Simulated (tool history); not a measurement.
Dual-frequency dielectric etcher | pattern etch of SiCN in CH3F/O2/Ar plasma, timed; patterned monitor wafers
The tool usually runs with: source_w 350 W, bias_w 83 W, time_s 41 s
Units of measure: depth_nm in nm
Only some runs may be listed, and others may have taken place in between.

run,hour,source_w,bias_w,time_s,wafers since the last listed run,hours since the last wet clean,hours since the last source power generator calibration,hours since the last bias power generator calibration,hours since the last upper electrode change,hours since the gauge calibration,"read-back reference wafer on the same gauge, depth_nm",depth_nm
1,0,350,83,41,0,420.6,3099.9,3085.1,3032.8,38.1,16.71,15.6
2,11.9,410,83,35,145,432.5,3111.8,3097,3044.7,50,16.71,14.15
3,45,410,83,35,404,465.6,3144.9,3130.1,3077.8,83.1,16.71,14.05
4,59.7,410,83,35,179,480.3,3159.6,3144.8,3092.5,97.8,16.71,13.98
# hour 72.1: bias power generator calibrated
5,72.6,350,83,41,108,493.2,3172.5,0.5,3105.4,110.7,16.7,15.53
6,78.1,350,83,41,67,498.7,3178,6,3110.9,116.2,16.7,15.49
# hour 85.3: source power generator calibrated
7,87.8,350,83,41,69,508.4,2.5,15.7,3120.6,125.9,16.7,15.46
8,105.3,350,102,29,213,525.9,20,33.2,3138.1,143.4,16.71,11.43
# hour 129.5: upper electrode replaced, of another model than before
# hour 146.1: gauge calibrated
# hour 149.9: wet clean of the chamber
9,150.4,350,83,41,8,0.5,65.1,78.3,20.9,4.3,16.71,16.37
10,150.7,300,97,30,3,0.8,65.4,78.6,21.2,4.6,16.69,11.94
11,154.4,350,71,51,45,4.5,69.1,82.3,24.9,8.3,16.71,19.34
12,170.1,350,69,31,191,20.2,84.8,98,40.6,24,16.69,11.66
13,187.9,310,83,41,217,38,102.6,115.8,58.4,41.8,16.69,15.65
14,204.3,350,83,41,200,54.4,119,132.2,74.8,58.2,16.7,16.2

Below are 4 alternative next runs, each starting from the tool's condition after run 14. Predict each:
A,204.7,350,65,41,4,54.8,119.4,132.6,75.2,58.6,?,?
B,204.7,430,97,35,4,54.8,119.4,132.6,75.2,58.6,?,?
C,204.7,320,101,53.5,4,54.8,119.4,132.6,75.2,58.6,?,?
D,204.7,320,91,49,4,54.8,119.4,132.6,75.2,58.6,?,?

run,"read-back reference wafer on the same gauge, depth_nm",depth_nm
A,16.71,15.18
B,16.71,15.27
C,16.71,21.86
D,16.71,19.41
Take away the tool's hidden state, keep each run's random variation, and the runs would have read:
run,depth_nm
A,15.16
B,15.25
C,21.83
D,19.39
